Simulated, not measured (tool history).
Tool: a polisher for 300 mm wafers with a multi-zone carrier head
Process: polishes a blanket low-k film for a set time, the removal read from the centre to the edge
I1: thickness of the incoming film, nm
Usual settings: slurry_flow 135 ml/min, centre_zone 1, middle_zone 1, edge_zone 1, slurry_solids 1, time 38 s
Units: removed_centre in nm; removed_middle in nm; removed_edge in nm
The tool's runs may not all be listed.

{"run": 1, "hour": 0.0, "slurry_flow": 135, "centre_zone": 1, "middle_zone": 1, "edge_zone": 1, "slurry_solids": 1, "time": 38, "I1": 563.5, "removed_centre": 12.4, "removed_middle": 11.4, "removed_edge": 11.9}
{"run": 2, "hour": 16.2, "slurry_flow": 135, "centre_zone": 1, "middle_zone": 1, "edge_zone": 1, "slurry_solids": 1, "time": 38, "I1": 560.2, "removed_centre": 12.2, "removed_middle": 11.4, "removed_edge": 12}
{"hour": 20.8, "done": "worn pad replaced by a new one"}
{"run": 3, "hour": 32.5, "slurry_flow": 135, "centre_zone": 1, "middle_zone": 1, "edge_zone": 1, "slurry_solids": 1, "time": 38, "I1": 561.7, "removed_centre": 12, "removed_middle": 11.3, "removed_edge": 12}
{"run": 4, "hour": 49.6, "slurry_flow": 135, "centre_zone": 1, "middle_zone": 1, "edge_zone": 1, "slurry_solids": 1, "time": 38, "I1": 559.1, "removed_centre": 12.2, "removed_middle": 11.7, "removed_edge": 11.9}
{"hour": 63.3, "done": "centre zone pressure recalibrated"}
{"run": 5, "hour": 81.7, "slurry_flow": 135, "centre_zone": 1, "middle_zone": 1, "edge_zone": 1, "slurry_solids": 1, "time": 38, "I1": 560.3, "removed_centre": 12.8, "removed_middle": 11.4, "removed_edge": 11.8}
{"run": 6, "hour": 105.0, "slurry_flow": 135, "centre_zone": 1, "middle_zone": 1, "edge_zone": 1, "slurry_solids": 1, "time": 38, "I1": 559.5, "removed_centre": 12.9, "removed_middle": 11.4, "removed_edge": 11.7}
{"run": 7, "hour": 121.6, "slurry_flow": 135, "centre_zone": 1, "middle_zone": 1, "edge_zone": 1, "slurry_solids": 0.8, "time": 38, "I1": 553.5, "removed_centre": 11.7, "removed_middle": 10.2, "removed_edge": 10.6}
{"run": 8, "hour": 134.7, "slurry_flow": 110, "centre_zone": 1, "middle_zone": 1, "edge_zone": 0.89, "slurry_solids": 1.15, "time": 38, "I1": 560.1, "removed_centre": 12.9, "removed_middle": 11.6, "removed_edge": 11.7}
{"hour": 141.1, "done": "worn pad replaced by a new one"}
{"hour": 155.0, "done": "carrier head's membrane replaced by a new one"}
{"run": 9, "hour": 166.9, "slurry_flow": 135, "centre_zone": 1, "middle_zone": 1, "edge_zone": 0.92, "slurry_solids": 1.1, "time": 38, "I1": 563.7, "removed_centre": 13.4, "removed_middle": 12.1, "removed_edge": 11.9}
{"run": 10, "hour": 179.0, "slurry_flow": 135, "centre_zone": 1, "middle_zone": 1, "edge_zone": 1, "slurry_solids": 1, "time": 38, "I1": 566.6, "removed_centre": 13.2, "removed_middle": 11.5, "removed_edge": 11.6}
{"hour": 192.2, "done": "centre zone pressure recalibrated, repeated, since the last time left the tool worse"}
{"run": 11, "hour": 214.8, "slurry_flow": 135, "centre_zone": 1, "middle_zone": 1, "edge_zone": 1, "slurry_solids": 1, "time": 38, "I1": 568.1, "removed_centre": 11.6, "removed_middle": 11.5, "removed_edge": 11.4}
{"run": 12, "hour": 237.6, "slurry_flow": 135, "centre_zone": 1, "middle_zone": 0.96, "edge_zone": 1, "slurry_solids": 0.75, "time": 43, "I1": 570, "removed_centre": 11.2, "removed_middle": 10.9, "removed_edge": 11.3}
{"run": 13, "hour": 260.9, "slurry_flow": 115, "centre_zone": 1, "middle_zone": 1.05, "edge_zone": 1, "slurry_solids": 1, "time": 50, "I1": 554.2, "removed_centre": 14.7, "removed_middle": 15.1, "removed_edge": 15}
{"hour": 281.5, "done": "worn pad replaced by a new one"}
{"run": 14, "hour": 286.8, "slurry_flow": 135, "centre_zone": 1, "middle_zone": 1, "edge_zone": 1, "slurry_solids": 1, "time": 38, "I1": 563, "removed_centre": 11.7, "removed_middle": 11.5, "removed_edge": 11.7}
{"run": 15, "hour": 321.9, "slurry_flow": 90, "centre_zone": 1, "middle_zone": 1, "edge_zone": 1.05, "slurry_solids": 1, "time": 38, "I1": 559.8, "removed_centre": 10.4, "removed_middle": 10.2, "removed_edge": 11.5}
{"run": 16, "hour": 337.3, "slurry_flow": 175, "centre_zone": 1, "middle_zone": 1.11, "edge_zone": 1, "slurry_solids": 1, "time": 38, "I1": 557.1, "removed_centre": 12.7, "removed_middle": 12.9, "removed_edge": 12.2}
{"run": 17, "hour": 351.7, "slurry_flow": 135, "centre_zone": 1, "middle_zone": 0.96, "edge_zone": 1, "slurry_solids": 0.75, "time": 38, "I1": 564.4, "removed_centre": 10.2, "removed_middle": 9.7, "removed_edge": 10.1}
{"run": 18, "hour": 375.8, "slurry_flow": 135, "centre_zone": 0.95, "middle_zone": 1, "edge_zone": 1, "slurry_solids": 1, "time": 38, "I1": 560.2, "removed_centre": 11.2, "removed_middle": 11.4, "removed_edge": 11.9}
{"run": 19, "hour": 408.7, "slurry_flow": 135, "centre_zone": 0.92, "middle_zone": 1.08, "edge_zone": 1, "slurry_solids": 1, "time": 38, "I1": 560.8, "removed_centre": 10.8, "removed_middle": 12, "removed_edge": 11.9}
{"hour": 433.1, "done": "worn pad replaced by a new one"}
{"run": 20, "hour": 435.2, "slurry_flow": 135, "centre_zone": 0.96, "middle_zone": 0.92, "edge_zone": 1.1, "slurry_solids": 1, "time": 33, "I1": 558.1, "removed_centre": 9.8, "removed_middle": 9.3, "removed_edge": 10.7}
{"run": 21, "hour": 449.6, "slurry_flow": 135, "centre_zone": 1, "middle_zone": 1, "edge_zone": 1, "slurry_solids": 1, "time": 35, "I1": 556.9, "removed_centre": 10.8, "removed_middle": 10.4, "removed_edge": 10.9}

Forecast each of these 4 alternatives for the next run:
{"run": "A", "hour": 450.0, "slurry_flow": 135, "centre_zone": 1, "middle_zone": 1, "edge_zone": 1, "slurry_solids": 1, "time": 38, "I1": 551.1, "removed_centre": "?", "removed_middle": "?", "removed_edge": "?"}
{"run": "B", "hour": 450.0, "slurry_flow": 125, "centre_zone": 1, "middle_zone": 1.05, "edge_zone": 1, "slurry_solids": 1, "time": 38, "I1": 551.1, "removed_centre": "?", "removed_middle": "?", "removed_edge": "?"}
{"run": "C", "hour": 450.0, "slurry_flow": 135, "centre_zone": 0.96, "middle_zone": 1, "edge_zone": 1, "slurry_solids": 1, "time": 38, "I1": 551.1, "removed_centre": "?", "removed_middle": "?", "removed_edge": "?"}
{"run": "D", "hour": 450.0, "slurry_flow": 160, "centre_zone": 1, "middle_zone": 1, "edge_zone": 1, "slurry_solids": 1, "time": 38, "I1": 551.1, "removed_centre": "?", "removed_middle": "?", "removed_edge": "?"}

run=A removed_centre=11.8 removed_middle=11.5 removed_edge=11.8
run=B removed_centre=11.6 removed_middle=11.8 removed_edge=11.7
run=C removed_centre=11.3 removed_middle=11.5 removed_edge=11.8
run=D removed_centre=12.2 removed_middle=11.8 removed_edge=12.1
Without the tool's hidden state the same runs would have given:
run=A removed_centre=11.3 removed_middle=11.5 removed_edge=11.8
run=B removed_centre=11.1 removed_middle=11.8 removed_edge=11.7
run=C removed_centre=10.9 removed_middle=11.5 removed_edge=11.8
run=D removed_centre=11.7 removed_middle=11.8 removed_edge=12.1
